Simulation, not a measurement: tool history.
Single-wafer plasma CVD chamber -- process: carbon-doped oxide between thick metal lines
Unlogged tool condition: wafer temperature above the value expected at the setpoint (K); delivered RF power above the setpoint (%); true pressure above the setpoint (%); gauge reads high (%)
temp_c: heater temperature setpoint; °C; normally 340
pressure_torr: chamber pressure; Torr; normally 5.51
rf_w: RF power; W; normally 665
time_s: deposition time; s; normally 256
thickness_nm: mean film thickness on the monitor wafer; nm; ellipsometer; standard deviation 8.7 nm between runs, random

run,hour,temp_c,pressure_torr,rf_w,time_s,wafers since the last listed run,hours since the last thermocouple change,hours since the last RF generator calibration,hours since the last manometer calibration,hours since the showerhead was replaced,hours since the gauge calibration,"read-back reference wafer on the same gauge, thickness_nm",thickness_nm
1,0.0,340,5.51,665,228,0,1014.4,634.4,2094.7,5266.9,330.8,1708.673,1405.951
2,27.7,340,5.51,665,228,200,1042.1,662.1,2122.4,5294.6,358.5,1707.961,1396.978
3,61.7,340,5.09,665,256,246,1076.1,696.1,2156.4,5328.6,392.5,1711.006,1537.924
# hour 81.7: gauge calibrated
4,84.7,340,5.09,665,256,166,1099.1,719.1,2179.4,5351.6,3.0,1710.191,1549.870
5,114.3,340,5.51,665,256,214,1128.7,748.7,2209.0,5381.2,32.6,1709.327,1568.957
6,196.0,340,5.51,665,256,591,1210.4,830.4,2290.7,5462.9,114.3,1708.157,1547.620
7,231.6,340,5.51,665,256,257,1246.0,866.0,2326.3,5498.5,149.9,1707.104,1572.376
# hour 248.8: RF generator calibrated
8,249.3,331,6.59,665,256,70,1263.7,0.5,2344.0,5516.2,167.6,1708.420,1702.579
9,281.2,331,6.59,665,256,230,1295.6,32.4,2375.9,5548.1,199.5,1709.461,1709.746
10,312.5,340,5.51,665,256,226,1326.9,63.7,2407.2,5579.4,230.8,1710.951,1616.836
11,330.1,340,5.51,665,256,127,1344.5,81.3,2424.8,5597.0,248.4,1711.207,1607.130
12,365.5,340,5.51,665,256,256,1379.9,116.7,2460.2,5632.4,283.8,1710.066,1623.299
13,398.1,344,5.51,715,256,235,1412.5,149.3,2492.8,5665.0,316.4,1710.035,1689.928
# hour 427.2: showerhead replaced
14,427.7,340,5.51,765,256,156,1442.1,178.9,2522.4,0.5,346.0,1709.708,1776.596
# hour 440.3: capacitance manometer re-zeroed and calibrated
15,440.8,340,5.51,665,256,36,1455.2,192.0,0.5,13.6,359.1,1712.152,1619.282
# hour 457.1: gauge calibrated
# hour 478.0: thermocouple changed; heater temperature recalibrated
16,478.5,352,5.51,775,256,214,0.5,229.7,38.2,51.3,21.4,1712.428,1720.414
17,485.5,340,5.51,665,210,50,7.5,236.7,45.2,58.3,28.4,1709.093,1320.628
18,506.6,340,6.01,665,256,152,28.6,257.8,66.3,79.4,49.5,1709.936,1629.405
19,536.4,340,5.51,665,256,215,58.4,287.6,96.1,109.2,79.3,1709.074,1593.548
20,566.3,340,5.51,665,256,216,88.3,317.5,126.0,139.1,109.2,1709.208,1606.060
21,586.1,340,5.51,665,256,143,108.1,337.3,145.8,158.9,129.0,1706.354,1587.191
22,603.3,340,5.51,545,298,124,125.3,354.5,163.0,176.1,146.2,1708.730,1603.823
23,616.5,330,5.51,665,256,95,138.5,367.7,176.2,189.3,159.4,1711.718,1668.196
24,633.6,340,5.51,665,256,123,155.6,384.8,193.3,206.4,176.5,1709.736,1615.506

What was the tool's hidden state at every run in the log?
wafer temperature above the value expected at the setpoint (K): 0, the same for each run
true pressure above the setpoint (%): 0, the same for each run
gauge reads high (%): 0, the same for each run
H1: delivered RF power above the setpoint (%)
run,H1
1,-5.03
2,-5.22
3,-5.46
4,-5.61
5,-5.82
6,-6.38
7,-6.62
8,-0.0272
9,-0.246
10,-0.461
11,-0.582
12,-0.825
13,-1.05
14,-1.25
15,-1.34
16,-1.6
17,-1.65
18,-1.79
19,-2
20,-2.2
21,-2.34
22,-2.46
23,-2.55
24,-2.67
